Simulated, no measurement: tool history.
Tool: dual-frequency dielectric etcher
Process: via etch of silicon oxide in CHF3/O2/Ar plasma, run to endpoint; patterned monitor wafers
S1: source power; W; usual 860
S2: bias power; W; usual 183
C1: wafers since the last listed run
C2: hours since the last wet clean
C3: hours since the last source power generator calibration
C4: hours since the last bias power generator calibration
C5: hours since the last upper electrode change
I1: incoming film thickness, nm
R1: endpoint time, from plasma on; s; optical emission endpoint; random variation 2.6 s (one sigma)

Run 1, hour 0: usual settings but S1 790 W, S2 195 W; C1 0; C2 11.5; C3 1223.6; C4 4364.2; C5 5104.7; I1 783.8. Result: R1 393.7 s.
Run 2, hour 28.6: usual settings but S1 790 W, S2 195 W; C1 122; C2 40.1; C3 1252.2; C4 4392.8; C5 5133.3; I1 798.5. Result: R1 397.5 s.
Run 3, hour 48.5: usual settings but S1 790 W; C1 85; C2 60; C3 1272.1; C4 4412.7; C5 5153.2; I1 791.7. Result: R1 409.7 s.
Run 4, hour 63.1: usual settings but S1 790 W; C1 62; C2 74.6; C3 1286.7; C4 4427.3; C5 5167.8; I1 792.3. Result: R1 416.3 s.
Run 5, hour 88.8: usual settings but S1 790 W; C1 109; C2 100.3; C3 1312.4; C4 4453; C5 5193.5; I1 793.2. Result: R1 415.3 s.
Run 6, hour 113.5: usual settings; C1 105; C2 125; C3 1337.1; C4 4477.7; C5 5218.2; I1 793.8. Result: R1 391.6 s.
Run 7, hour 135.1: usual settings but S1 740 W; C1 92; C2 146.6; C3 1358.7; C4 4499.3; C5 5239.8; I1 787.5. Result: R1 422.2 s.
Run 8, hour 155.6: usual settings; C1 87; C2 167.1; C3 1379.2; C4 4519.8; C5 5260.3; I1 796.5. Result: R1 397.6 s.
Run 9, hour 190.5: usual settings; C1 149; C2 202; C3 1414.1; C4 4554.7; C5 5295.2; I1 792.1. Result: R1 393.3 s.
Run 10, hour 208.2: usual settings; C1 75; C2 219.7; C3 1431.8; C4 4572.4; C5 5312.9; I1 786.5. Result: R1 395.8 s.
Run 11, hour 241.8: usual settings but S1 960 W, S2 173 W; C1 143; C2 253.3; C3 1465.4; C4 4606; C5 5346.5; I1 799.7. Result: R1 388.1 s.
At hour 278.9: upper electrode replaced.
Run 12, hour 345.1: usual settings but S1 960 W, S2 173 W; C1 339; C2 356.6; C3 1568.7; C4 4709.3; C5 66.2; I1 791.6. Result: R1 383.4 s.
Run 13, hour 380.9: usual settings but S1 920 W; C1 153; C2 392.4; C3 1604.5; C4 4745.1; C5 102; I1 794.6. Result: R1 382.3 s.
Run 14, hour 416.3: usual settings but S1 920 W; C1 151; C2 427.8; C3 1639.9; C4 4780.5; C5 137.4; I1 792.3. Result: R1 386.4 s.
Run 15, hour 442.4: usual settings but S1 920 W; C1 111; C2 453.9; C3 1666; C4 4806.6; C5 163.5; I1 798.1. Result: R1 393.6 s.
Run 16, hour 459.6: usual settings; C1 73; C2 471.1; C3 1683.2; C4 4823.8; C5 180.7; I1 789.2. Result: R1 402.1 s.
At hour 488.2: source power generator calibrated.
Run 17, hour 489.9: usual settings; C1 112; C2 501.4; C3 1.7; C4 4854.1; C5 211; I1 791.9. Result: R1 405 s.
Run 18, hour 518.6: usual settings but S1 650 W, S2 150 W; C1 122; C2 530.1; C3 30.4; C4 4882.8; C5 239.7; I1 792.3. Result: R1 509.8 s.
Run 19, hour 537.9: usual settings; C1 82; C2 549.4; C3 49.7; C4 4902.1; C5 259; I1 791.3. Result: R1 401.7 s.
At hour 578.7: wet clean of the chamber.
Run 20, hour 579.2: usual settings; C1 73; C2 0.5; C3 91; C4 4943.4; C5 300.3; I1 793.7. Result: R1 423.2 s.
Run 21, hour 594.3: usual settings but S2 200 W; C1 64; C2 15.6; C3 106.1; C4 4958.5; C5 315.4; I1 789.7. Result: R1 404.5 s.
Run 22, hour 627.1: usual settings but S1 750 W; C1 140; C2 48.4; C3 138.9; C4 4991.3; C5 348.2; I1 782.4. Result: R1 441.6 s.
At hour 644.7: bias power generator calibrated.
Run 23, hour 646.9: usual settings but S1 980 W, S2 149 W; C1 67; C2 68.2; C3 158.7; C4 2.2; C5 368; I1 787.1. Result: R1 424.8 s.
Run 24, hour 662: usual settings; C1 64; C2 83.3; C3 173.8; C4 17.3; C5 383.1; I1 795.8. Result: R1 425.3 s.
At hour 702.8: wet clean of the chamber, repeated, since the last time left the tool worse.
Run 25, hour 703.3: usual settings; C1 73; C2 0.5; C3 215.1; C4 58.6; C5 424.4; I1 793.8. Result: R1 393.8 s.

Run 26 comes next. What will it give?
Run 26, hour 703.7: usual settings but S1 680 W, S2 213 W; C1 1; C2 0.9; C3 215.5; C4 59; C5 424.8; I1 794.3. Result: R1 ?.

R1: 421.3 s
Without the tool's hidden state the same run would have given R1 421.7 s.

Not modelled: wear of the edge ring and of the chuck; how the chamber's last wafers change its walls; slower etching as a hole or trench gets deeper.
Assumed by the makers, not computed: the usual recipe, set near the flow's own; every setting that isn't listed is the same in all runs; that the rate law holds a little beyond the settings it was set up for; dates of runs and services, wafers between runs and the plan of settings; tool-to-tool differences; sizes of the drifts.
